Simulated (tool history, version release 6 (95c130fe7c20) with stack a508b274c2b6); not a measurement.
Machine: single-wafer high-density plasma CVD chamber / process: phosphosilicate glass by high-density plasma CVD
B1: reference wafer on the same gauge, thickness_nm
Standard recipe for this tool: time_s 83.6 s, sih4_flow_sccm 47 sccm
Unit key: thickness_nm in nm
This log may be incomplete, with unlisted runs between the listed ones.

Run 1, hour 0: usual settings but sih4_flow_sccm 53 sccm; B1 448.87. Result: thickness_nm 456.769 nm.
Run 2, hour 95.8: usual settings but sih4_flow_sccm 53 sccm; B1 449.017. Result: thickness_nm 457.068 nm.
Run 3, hour 164.4: usual settings but sih4_flow_sccm 53 sccm; B1 449.345. Result: thickness_nm 456.683 nm.
Run 4, hour 262.3: usual settings; B1 448.856. Result: thickness_nm 405.997 nm.
Run 5, hour 329.9: usual settings; B1 448.98. Result: thickness_nm 408.335 nm.
Run 6, hour 401.1: usual settings but sih4_flow_sccm 44 sccm; B1 449.207. Result: thickness_nm 378.47 nm.
Run 7, hour 440.1: usual settings but sih4_flow_sccm 44 sccm; B1 449.042. Result: thickness_nm 379.19 nm.
Run 8, hour 523.3: usual settings but sih4_flow_sccm 44 sccm; B1 448.804. Result: thickness_nm 381.647 nm.
Run 9, hour 594.2: usual settings; B1 448.908. Result: thickness_nm 407.486 nm.
Run 10, hour 665.3: usual settings; B1 449.038. Result: thickness_nm 404.633 nm.
Run 11, hour 731.9: usual settings; B1 448.938. Result: thickness_nm 406.526 nm.
Run 12, hour 826.7: usual settings but time_s 89.9 s, sih4_flow_sccm 40 sccm; B1 449.1. Result: thickness_nm 374.188 nm.
Run 13, hour 877.7: usual settings but time_s 71.5 s; B1 449.177. Result: thickness_nm 349.718 nm.
Run 14, hour 984.2: usual settings but time_s 71.5 s; B1 449.051. Result: thickness_nm 346.532 nm.
Run 15, hour 1052.7: usual settings but sih4_flow_sccm 45 sccm; B1 448.967. Result: thickness_nm 391.009 nm.
Run 16, hour 1103.2: usual settings but sih4_flow_sccm 45 sccm; B1 449.008. Result: thickness_nm 392.333 nm.
Run 17, hour 1172.9: usual settings but sih4_flow_sccm 45 sccm; B1 448.909. Result: thickness_nm 391.998 nm.
Run 18, hour 1222.5: usual settings but sih4_flow_sccm 54 sccm; B1 448.91. Result: thickness_nm 467.647 nm.
Run 19, hour 1265.5: usual settings but sih4_flow_sccm 54 sccm; B1 448.841. Result: thickness_nm 469.346 nm.
Run 20, hour 1309.3: usual settings but time_s 96.7 s; B1 449.184. Result: thickness_nm 473.964 nm.
Run 21, hour 1400.4: usual settings; B1 449.204. Result: thickness_nm 409.186 nm.
Run 22, hour 1486.5: usual settings; B1 449.005. Result: thickness_nm 409.143 nm.
Run 23, hour 1568.2: usual settings but time_s 68.4 s, sih4_flow_sccm 39 sccm; B1 448.777. Result: thickness_nm 278.591 nm.
Run 24, hour 1649.7: usual settings but time_s 99.9 s, sih4_flow_sccm 41 sccm; B1 448.961. Result: thickness_nm 428.806 nm.
Run 25, hour 1702: usual settings but time_s 95 s, sih4_flow_sccm 53 sccm; B1 448.908. Result: thickness_nm 525.325 nm.
Run 26, hour 1741.5: usual settings but time_s 77.5 s, sih4_flow_sccm 38 sccm; B1 449.092. Result: thickness_nm 307.865 nm.
At hour 1797.6: silane flow controller replaced.
Run 27, hour 1833.6: usual settings but time_s 69.8 s, sih4_flow_sccm 45 sccm; B1 449.038. Result: thickness_nm 321.831 nm.
Run 28, hour 1918.9: usual settings but time_s 77.4 s, sih4_flow_sccm 41 sccm; B1 449.098. Result: thickness_nm 325.09 nm.
At hour 1941: gauge calibrated.
Run 29, hour 1987: usual settings; B1 448.978. Result: thickness_nm 405.369 nm.
Run 30, hour 2028.7: usual settings but time_s 69.8 s, sih4_flow_sccm 45 sccm; B1 449.224. Result: thickness_nm 322.545 nm.
Run 31, hour 2094.2: usual settings but sih4_flow_sccm 45 sccm; B1 449.029. Result: thickness_nm 385.919 nm.
Run 32, hour 2415: usual settings but time_s 95.1 s; B1 448.665. Result: thickness_nm 459.417 nm.
Run 33, hour 2488.5: usual settings; B1 449.25. Result: thickness_nm 405.041 nm.
Run 34, hour 2554.8: usual settings but time_s 99.2 s, sih4_flow_sccm 42 sccm; B1 449.013. Result: thickness_nm 429.027 nm.
Run 35, hour 2686: usual settings but time_s 95.8 s, sih4_flow_sccm 54 sccm; B1 449.049. Result: thickness_nm 533.098 nm.
Run 36, hour 2776.8: usual settings but time_s 72.5 s; B1 448.985. Result: thickness_nm 350.835 nm.
Run 37, hour 2855.8: usual settings; B1 449.039. Result: thickness_nm 405.322 nm.
Run 38, hour 2956.9: usual settings but time_s 88.8 s, sih4_flow_sccm 52 sccm; B1 449.007. Result: thickness_nm 477.086 nm.
Run 39, hour 3026.2: usual settings; B1 448.965. Result: thickness_nm 404.838 nm.
Run 40, hour 3104.3: usual settings; B1 448.989. Result: thickness_nm 407.028 nm.
Run 41, hour 3152.6: usual settings; B1 449.173. Result: thickness_nm 404.571 nm.
Run 42, hour 3307.9: usual settings but time_s 75.4 s; B1 449.15. Result: thickness_nm 364.514 nm.

For each run, what was the tool's unlogged condition?
gauge reads high (%): 0, the same for each run
H1: delivered silane flow above the setpoint (%)
run     H1
  1   0.86
  2  0.914
  3  0.953
  4   1.01
  5   1.05
  6   1.09
  7   1.11
  8   1.16
  9    1.2
 10   1.24
 11   1.27
 12   1.33
 13   1.36
 14   1.42
 15   1.46
 16   1.48
 17   1.52
 18   1.55
 19   1.58
 20    1.6
 21   1.65
 22    1.7
 23   1.75
 24   1.79
 25   1.82
 26   1.84
 27  0.184
 28  0.232
 29  0.271
 30  0.294
 31  0.331
 32  0.513
 33  0.554
 34  0.592
 35  0.666
 36  0.717
 37  0.762
 38  0.819
 39  0.858
 40  0.902
 41  0.929
 42   1.02

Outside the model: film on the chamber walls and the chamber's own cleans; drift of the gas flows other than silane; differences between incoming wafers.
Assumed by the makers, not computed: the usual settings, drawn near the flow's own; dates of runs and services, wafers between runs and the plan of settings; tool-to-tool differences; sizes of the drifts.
